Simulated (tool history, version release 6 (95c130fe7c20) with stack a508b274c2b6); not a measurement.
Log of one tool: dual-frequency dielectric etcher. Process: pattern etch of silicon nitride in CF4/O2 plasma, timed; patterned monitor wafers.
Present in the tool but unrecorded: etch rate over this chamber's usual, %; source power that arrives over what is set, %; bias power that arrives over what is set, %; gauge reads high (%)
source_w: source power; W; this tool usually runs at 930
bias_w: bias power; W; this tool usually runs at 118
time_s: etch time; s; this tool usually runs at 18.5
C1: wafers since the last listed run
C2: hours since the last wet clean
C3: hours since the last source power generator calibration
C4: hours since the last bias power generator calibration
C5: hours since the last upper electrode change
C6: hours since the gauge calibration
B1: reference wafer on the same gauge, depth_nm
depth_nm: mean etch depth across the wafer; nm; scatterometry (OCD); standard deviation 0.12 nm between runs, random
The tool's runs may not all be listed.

{"run": 1, "hour": 0.0, "source_w": 780, "bias_w": 118, "time_s": 21.5, "C1": 0, "C2": 431.2, "C3": 2285.8, "C4": 4050.1, "C5": 1728.8, "C6": 91.8, "B1": 64.4, "depth_nm": 53.1}
{"run": 2, "hour": 11.7, "source_w": 780, "bias_w": 118, "time_s": 21.5, "C1": 139, "C2": 442.9, "C3": 2297.5, "C4": 4061.8, "C5": 1740.5, "C6": 103.5, "B1": 64.4, "depth_nm": 53.2}
{"run": 3, "hour": 37.7, "source_w": 930, "bias_w": 118, "time_s": 18.5, "C1": 310, "C2": 468.9, "C3": 2323.5, "C4": 4087.8, "C5": 1766.5, "C6": 129.5, "B1": 64.4, "depth_nm": 55.0}
{"run": 4, "hour": 45.8, "source_w": 930, "bias_w": 118, "time_s": 18.5, "C1": 96, "C2": 477.0, "C3": 2331.6, "C4": 4095.9, "C5": 1774.6, "C6": 137.6, "B1": 64.4, "depth_nm": 55.2}
{"run": 5, "hour": 57.4, "source_w": 870, "bias_w": 118, "time_s": 18.5, "C1": 138, "C2": 488.6, "C3": 2343.2, "C4": 4107.5, "C5": 1786.2, "C6": 149.2, "B1": 64.4, "depth_nm": 51.5}
{"run": 6, "hour": 68.7, "source_w": 870, "bias_w": 118, "time_s": 18.5, "C1": 134, "C2": 499.9, "C3": 2354.5, "C4": 4118.8, "C5": 1797.5, "C6": 160.5, "B1": 64.4, "depth_nm": 51.6}
{"run": 7, "hour": 81.2, "source_w": 870, "bias_w": 118, "time_s": 18.5, "C1": 149, "C2": 512.4, "C3": 2367.0, "C4": 4131.3, "C5": 1810.0, "C6": 173.0, "B1": 64.4, "depth_nm": 51.2}
{"run": 8, "hour": 87.7, "source_w": 930, "bias_w": 118, "time_s": 18.5, "C1": 77, "C2": 518.9, "C3": 2373.5, "C4": 4137.8, "C5": 1816.5, "C6": 179.5, "B1": 64.4, "depth_nm": 55.3}
{"hour": 113.0, "done": "upper electrode replaced"}
{"run": 9, "hour": 113.5, "source_w": 1030, "bias_w": 118, "time_s": 19.5, "C1": 21, "C2": 544.7, "C3": 2399.3, "C4": 4163.6, "C5": 0.5, "C6": 205.3, "B1": 64.4, "depth_nm": 64.8}
{"run": 10, "hour": 113.8, "source_w": 930, "bias_w": 118, "time_s": 18.5, "C1": 3, "C2": 545.0, "C3": 2399.6, "C4": 4163.9, "C5": 0.8, "C6": 205.6, "B1": 64.4, "depth_nm": 55.3}
{"run": 11, "hour": 123.2, "source_w": 930, "bias_w": 137, "time_s": 18.5, "C1": 112, "C2": 554.4, "C3": 2409.0, "C4": 4173.3, "C5": 10.2, "C6": 215.0, "B1": 64.4, "depth_nm": 58.2}
{"run": 12, "hour": 130.5, "source_w": 850, "bias_w": 145, "time_s": 18.5, "C1": 87, "C2": 561.7, "C3": 2416.3, "C4": 4180.6, "C5": 17.5, "C6": 222.3, "B1": 64.4, "depth_nm": 53.9}
{"hour": 144.8, "done": "source power generator calibrated"}
{"run": 13, "hour": 145.3, "source_w": 830, "bias_w": 137, "time_s": 13.5, "C1": 128, "C2": 576.5, "C3": 0.5, "C4": 4195.4, "C5": 32.3, "C6": 237.1, "B1": 64.4, "depth_nm": 39.8}
{"run": 14, "hour": 159.3, "source_w": 930, "bias_w": 101, "time_s": 15.5, "C1": 167, "C2": 590.5, "C3": 14.5, "C4": 4209.4, "C5": 46.3, "C6": 251.1, "B1": 64.4, "depth_nm": 46.4}
{"hour": 186.2, "done": "wet clean of the chamber"}
{"run": 15, "hour": 186.7, "source_w": 1090, "bias_w": 118, "time_s": 15.0, "C1": 40, "C2": 0.5, "C3": 41.9, "C4": 4236.8, "C5": 73.7, "C6": 278.5, "B1": 64.4, "depth_nm": 55.9}
{"run": 16, "hour": 187.0, "source_w": 1070, "bias_w": 93, "time_s": 22.5, "C1": 3, "C2": 0.8, "C3": 42.2, "C4": 4237.1, "C5": 74.0, "C6": 278.8, "B1": 64.4, "depth_nm": 76.4}
{"run": 17, "hour": 192.6, "source_w": 930, "bias_w": 118, "time_s": 18.5, "C1": 66, "C2": 6.4, "C3": 47.8, "C4": 4242.7, "C5": 79.6, "C6": 284.4, "B1": 64.4, "depth_nm": 58.4}
{"run": 18, "hour": 210.1, "source_w": 840, "bias_w": 118, "time_s": 22.0, "C1": 208, "C2": 23.9, "C3": 65.3, "C4": 4260.2, "C5": 97.1, "C6": 301.9, "B1": 64.4, "depth_nm": 62.3}
{"hour": 214.2, "done": "gauge calibrated"}
{"run": 19, "hour": 224.1, "source_w": 780, "bias_w": 110, "time_s": 22.5, "C1": 167, "C2": 37.9, "C3": 79.3, "C4": 4274.2, "C5": 111.1, "C6": 9.9, "B1": 64.4, "depth_nm": 57.1}
{"run": 20, "hour": 237.2, "source_w": 930, "bias_w": 140, "time_s": 20.5, "C1": 156, "C2": 51.0, "C3": 92.4, "C4": 4287.3, "C5": 124.2, "C6": 23.0, "B1": 64.4, "depth_nm": 68.3}
{"run": 21, "hour": 243.6, "source_w": 930, "bias_w": 118, "time_s": 18.5, "C1": 76, "C2": 57.4, "C3": 98.8, "C4": 4293.7, "C5": 130.6, "C6": 29.4, "B1": 64.4, "depth_nm": 58.2}
{"run": 22, "hour": 252.1, "source_w": 1080, "bias_w": 118, "time_s": 18.5, "C1": 101, "C2": 65.9, "C3": 107.3, "C4": 4302.2, "C5": 139.1, "C6": 37.9, "B1": 64.4, "depth_nm": 68.2}
{"hour": 257.7, "done": "bias power generator calibrated"}
{"run": 23, "hour": 265.8, "source_w": 930, "bias_w": 118, "time_s": 18.5, "C1": 115, "C2": 79.6, "C3": 121.0, "C4": 8.1, "C5": 152.8, "C6": 51.6, "B1": 64.4, "depth_nm": 57.9}
{"run": 24, "hour": 281.3, "source_w": 800, "bias_w": 102, "time_s": 15.5, "C1": 184, "C2": 95.1, "C3": 136.5, "C4": 23.6, "C5": 168.3, "C6": 67.1, "B1": 64.4, "depth_nm": 39.4}
{"run": 25, "hour": 295.7, "source_w": 930, "bias_w": 127, "time_s": 23.5, "C1": 171, "C2": 109.5, "C3": 150.9, "C4": 38.0, "C5": 182.7, "C6": 81.5, "B1": 64.4, "depth_nm": 75.5}
{"run": 26, "hour": 306.2, "source_w": 800, "bias_w": 135, "time_s": 15.5, "C1": 125, "C2": 120.0, "C3": 161.4, "C4": 48.5, "C5": 193.2, "C6": 92.0, "B1": 64.4, "depth_nm": 43.2}
{"run": 27, "hour": 313.2, "source_w": 930, "bias_w": 118, "time_s": 18.5, "C1": 83, "C2": 127.0, "C3": 168.4, "C4": 55.5, "C5": 200.2, "C6": 99.0, "B1": 64.4, "depth_nm": 57.8}
{"run": 28, "hour": 326.0, "source_w": 780, "bias_w": 118, "time_s": 21.5, "C1": 152, "C2": 139.8, "C3": 181.2, "C4": 68.3, "C5": 213.0, "C6": 111.8, "B1": 64.4, "depth_nm": 55.7}
{"run": 29, "hour": 337.7, "source_w": 720, "bias_w": 95, "time_s": 18.5, "C1": 139, "C2": 151.5, "C3": 192.9, "C4": 80.0, "C5": 224.7, "C6": 123.5, "B1": 64.4, "depth_nm": 40.6}
{"run": 30, "hour": 348.6, "source_w": 850, "bias_w": 145, "time_s": 18.5, "C1": 130, "C2": 162.4, "C3": 203.8, "C4": 90.9, "C5": 235.6, "C6": 134.4, "B1": 64.4, "depth_nm": 56.3}

Results for each run, recomputed without the tool's hidden state and with each run's random variation untouched:
run=1 depth_nm=56.2
run=2 depth_nm=56.3
run=3 depth_nm=58.2
run=4 depth_nm=58.5
run=5 depth_nm=54.6
run=6 depth_nm=54.6
run=7 depth_nm=54.3
run=8 depth_nm=58.6
run=9 depth_nm=68.6
run=10 depth_nm=58.5
run=11 depth_nm=61.7
run=12 depth_nm=57.0
run=13 depth_nm=39.8
run=14 depth_nm=46.4
run=15 depth_nm=56.1
run=16 depth_nm=76.6
run=17 depth_nm=58.6
run=18 depth_nm=62.5
run=19 depth_nm=57.4
run=20 depth_nm=68.7
run=21 depth_nm=58.5
run=22 depth_nm=68.6
run=23 depth_nm=58.3
run=24 depth_nm=39.7
run=25 depth_nm=76.1
run=26 depth_nm=43.7
run=27 depth_nm=58.4
run=28 depth_nm=56.3
run=29 depth_nm=41.1
run=30 depth_nm=56.9

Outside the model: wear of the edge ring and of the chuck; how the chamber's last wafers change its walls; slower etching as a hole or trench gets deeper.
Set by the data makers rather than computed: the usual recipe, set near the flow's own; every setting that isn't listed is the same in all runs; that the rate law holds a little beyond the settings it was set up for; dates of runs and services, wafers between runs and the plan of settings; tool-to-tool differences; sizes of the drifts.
